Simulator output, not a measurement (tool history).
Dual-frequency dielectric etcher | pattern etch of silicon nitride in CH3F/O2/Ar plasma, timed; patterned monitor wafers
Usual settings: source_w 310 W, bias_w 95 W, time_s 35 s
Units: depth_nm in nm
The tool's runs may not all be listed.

run    hour  source_w  bias_w  time_s  wafers since the last listed run  hours since the last wet clean  hours since the last source power generator calibration  hours since the last bias power generator calibration  hours since the last upper electrode change  hours since the gauge calibration  read-back reference wafer on the same gauge, depth_nm  depth_nm
  1       0       310      95      35                                 0                           158.8                                                   4268.4                                                 3719.8                                       2038.5                              611.9                                                  32.27     28.15
  2      38       310      95      35                               384                           196.8                                                   4306.4                                                 3757.8                                       2076.5                              649.9                                                  32.31     28.26
  3   105.2       310      95      35                               680                             264                                                   4373.6                                                   3825                                       2143.7                              717.1                                                  32.33      28.2
  4   167.6       260      81      35                               631                           326.4                                                     4436                                                 3887.4                                       2206.1                              779.5                                                  32.34     25.02
  5   193.5       310      95      35                               262                           352.3                                                   4461.9                                                 3913.3                                         2232                              805.4                                                  32.36      28.2
  6   255.6       310      95      35                               628                           414.4                                                     4524                                                 3975.4                                       2294.1                              867.5                                                  32.36     28.28
  7   293.2       310      82      35                               380                             452                                                   4561.6                                                   4013                                       2331.7                              905.1                                                  32.38     25.89
  8   318.2       310      82      35                               253                             477                                                   4586.6                                                   4038                                       2356.7                              930.1                                                  32.37     26.01
        365  -- wet clean of the chamber
  9   367.5       350      95      35                               256                             2.5                                                   4635.9                                                 4087.3                                         2406                              979.4                                                  32.41      29.1
 10   395.3       310      95    32.5                               281                            30.3                                                   4663.7                                                 4115.1                                       2433.8                             1007.2                                                  32.39      26.1
 11   446.6       310      95    32.5                               519                            81.6                                                     4715                                                 4166.4                                       2485.1                             1058.5                                                  32.37     26.39
 12   480.1       310      95      35                               339                           115.1                                                   4748.5                                                 4199.9                                       2518.6                               1092                                                  32.41     28.26
 13   523.6       260      81      35                               440                           158.6                                                     4792                                                 4243.4                                       2562.1                             1135.5                                                  32.42     25.05
 14   553.3       260      81      35                               300                           188.3                                                   4821.7                                                 4273.1                                       2591.8                             1165.2                                                  32.44     25.16
 15   588.8       310      88    41.5                               359                           223.8                                                   4857.2                                                 4308.6                                       2627.3                             1200.7                                                  32.41     32.13
      596.9  -- bias power generator calibrated
      632.4  -- source power generator calibrated
 16   654.7       310      84      35                               586                           289.7                                                     22.3                                                   57.8                                       2693.2                             1266.6                                                  32.44     26.39
 17   689.4       310     110      35                               351                           324.4                                                       57                                                   92.5                                       2727.9                             1301.3                                                  32.45     30.73
 18   714.6       280      95      35                               255                           349.6                                                     82.2                                                  117.7                                       2753.1                             1326.5                                                  32.39     27.79
      751.1  -- gauge calibrated
      776.8  -- wet clean of the chamber
 19   777.3       310      95      43                               391                             0.5                                                    144.9                                                  180.4                                       2815.8                               26.2                                                  31.79     34.06
      832.3  -- upper electrode replaced
 20   832.8       340      77      35                               318                              56                                                    200.4                                                  235.9                                          0.5                               81.7                                                   31.9     25.27
 21   850.1       370      76    39.5                               175                            73.3                                                    217.7                                                  253.2                                         17.8                                 99                                                  31.89     28.78
 22   916.7       310      95      35                               674                           139.9                                                    284.3                                                  319.8                                         84.4                              165.6                                                  32.02     28.05
 23  1109.3       310      95      35                              1950                           332.5                                                    476.9                                                  512.4                                          277                              358.2                                                   32.2     27.89
 24  1174.7       340      95      35                               662                           397.9                                                    542.3                                                  577.8                                        342.4                              423.6                                                  32.26     28.61
     1199.9  -- wet clean of the chamber
 25  1218.7       360     102      44                               202                            18.8                                                    586.3                                                  621.8                                        386.4                              467.6                                                  32.28     37.97

4 ways to go on from here, each from the tool as it stands after run 25. What would each give?
  A  1219.1       310      95      44                                 4                            19.2                                                    586.7                                                  622.2                                        386.8                                468                                                      ?         ?
  B  1219.1       350      75      35                                 4                            19.2                                                    586.7                                                  622.2                                        386.8                                468                                                      ?         ?
  C  1219.1       310      95      42                                 4                            19.2                                                    586.7                                                  622.2                                        386.8                                468                                                      ?         ?
  D  1219.1       240      95      35                                 4                            19.2                                                    586.7                                                  622.2                                        386.8                                468                                                      ?         ?

run  read-back reference wafer on the same gauge, depth_nm  depth_nm
  A                                                  32.25     35.33
  B                                                  32.25     25.15
  C                                                  32.25     33.72
  D                                                  32.25     26.88
Without the tool's hidden state the same runs would have given:
run  depth_nm
  A      34.7
  B     24.71
  C     33.12
  D      26.4

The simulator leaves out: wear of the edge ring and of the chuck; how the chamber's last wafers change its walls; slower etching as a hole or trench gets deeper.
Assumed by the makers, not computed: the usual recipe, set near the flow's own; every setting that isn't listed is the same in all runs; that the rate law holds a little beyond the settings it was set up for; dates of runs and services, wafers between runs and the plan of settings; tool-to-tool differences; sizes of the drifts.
